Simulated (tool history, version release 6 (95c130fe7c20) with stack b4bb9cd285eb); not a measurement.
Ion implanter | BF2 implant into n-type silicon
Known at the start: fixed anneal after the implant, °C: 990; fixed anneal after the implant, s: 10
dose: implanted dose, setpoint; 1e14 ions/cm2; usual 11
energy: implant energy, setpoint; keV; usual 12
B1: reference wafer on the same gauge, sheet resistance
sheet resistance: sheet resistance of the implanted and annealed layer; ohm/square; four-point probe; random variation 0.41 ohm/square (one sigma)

run 1 hour=0 | dose=11 energy=12 | B1=317.9 | sheet_resistance=278.03
run 2 hour=29.2 | dose=8.57 energy=12 | B1=317.95 | sheet_resistance=288.75
run 3 hour=35.5 | dose=8.57 energy=12 | B1=317.96 | sheet_resistance=289.07
run 4 hour=50.7 | dose=8.57 energy=12 | B1=317.96 | sheet_resistance=288.11
run 5 hour=67.9 | dose=11 energy=12 | B1=317.91 | sheet_resistance=279.56
run 6 hour=80.8 | dose=11 energy=12 | B1=318.03 | sheet_resistance=279.74
run 7 hour=94.9 | dose=11 energy=12 | B1=318.04 | sheet_resistance=279.12
run 8 hour=105.1 | dose=11 energy=12 | B1=318.03 | sheet_resistance=278.82
run 9 hour=117 | dose=11 energy=12 | B1=318.16 | sheet_resistance=278.62
run 10 hour=128.8 | dose=11 energy=12 | B1=318.14 | sheet_resistance=279.41
run 11 hour=146.3 | dose=11 energy=12 | B1=318.19 | sheet_resistance=280.06
run 12 hour=159 | dose=11 energy=12 | B1=318.1 | sheet_resistance=278.89
run 13 hour=173.3 | dose=11 energy=12 | B1=318.1 | sheet_resistance=278.31
run 14 hour=184.8 | dose=11 energy=12 | B1=318.2 | sheet_resistance=279.68
run 15 hour=196.5 | dose=11 energy=12 | B1=318.28 | sheet_resistance=279.31
run 16 hour=206.5 | dose=11 energy=12 | B1=318.13 | sheet_resistance=279.14
run 17 hour=223 | dose=11 energy=12 | B1=318.33 | sheet_resistance=279.3
-- hour=239.4 extraction supply calibrated
-- hour=245.1 Faraday cup replaced and dose calibrated
run 18 hour=245.6 | dose=11 energy=12 | B1=318.26 | sheet_resistance=280.06
run 19 hour=247.6 | dose=13.01 energy=9.5 | B1=318.24 | sheet_resistance=304.24
run 20 hour=255 | dose=11 energy=12 | B1=318.23 | sheet_resistance=279.82
run 21 hour=268 | dose=13.93 energy=13.5 | B1=318.3 | sheet_resistance=256.69
run 22 hour=280.7 | dose=11 energy=12 | B1=318.31 | sheet_resistance=278.74
-- hour=281.1 gauge calibrated
run 23 hour=286.9 | dose=13.38 energy=13.5 | B1=315.32 | sheet_resistance=255.83
run 24 hour=302.7 | dose=8.16 energy=12 | B1=315.56 | sheet_resistance=288.43
run 25 hour=311.7 | dose=13.46 energy=16 | B1=315.54 | sheet_resistance=235.15
run 26 hour=321.9 | dose=7.71 energy=16 | B1=315.7 | sheet_resistance=256.99
run 27 hour=328.3 | dose=12.84 energy=10.5 | B1=315.84 | sheet_resistance=288.95
run 28 hour=343 | dose=12.68 energy=14.5 | B1=316.12 | sheet_resistance=248.32
run 29 hour=349.3 | dose=13.44 energy=15.5 | B1=316.05 | sheet_resistance=238.74
run 30 hour=359.8 | dose=10.01 energy=8.5 | B1=316.22 | sheet_resistance=327.01
run 31 hour=373.1 | dose=8.09 energy=8 | B1=316.42 | sheet_resistance=344.08
run 32 hour=379.2 | dose=11 energy=12 | B1=316.46 | sheet_resistance=277.75
run 33 hour=396.3 | dose=9.46 energy=14.5 | B1=316.78 | sheet_resistance=259.99
run 34 hour=410.5 | dose=12.91 energy=15 | B1=316.76 | sheet_resistance=245.2
run 35 hour=423.1 | dose=12.4 energy=12 | B1=316.79 | sheet_resistance=274.7
run 36 hour=436.6 | dose=11 energy=12 | B1=316.99 | sheet_resistance=277.3
run 37 hour=443.9 | dose=11.88 energy=12 | B1=317.08 | sheet_resistance=275.29

Forecast each of these 3 alternatives for the next run:
run A hour=444.3 | dose=14.1 energy=12 | B1=? | sheet_resistance=?
run B hour=444.3 | dose=11 energy=10.5 | B1=? | sheet_resistance=?
run C hour=444.3 | dose=9.03 energy=14 | B1=? | sheet_resistance=?

run=A B1=316.99 sheet_resistance=269.45
run=B B1=316.99 sheet_resistance=295.11
run=C B1=316.99 sheet_resistance=266.15
Without the tool's hidden state the same runs would have given:
run=A sheet_resistance=267.72
run=B sheet_resistance=293.22
run=C sheet_resistance=264.44
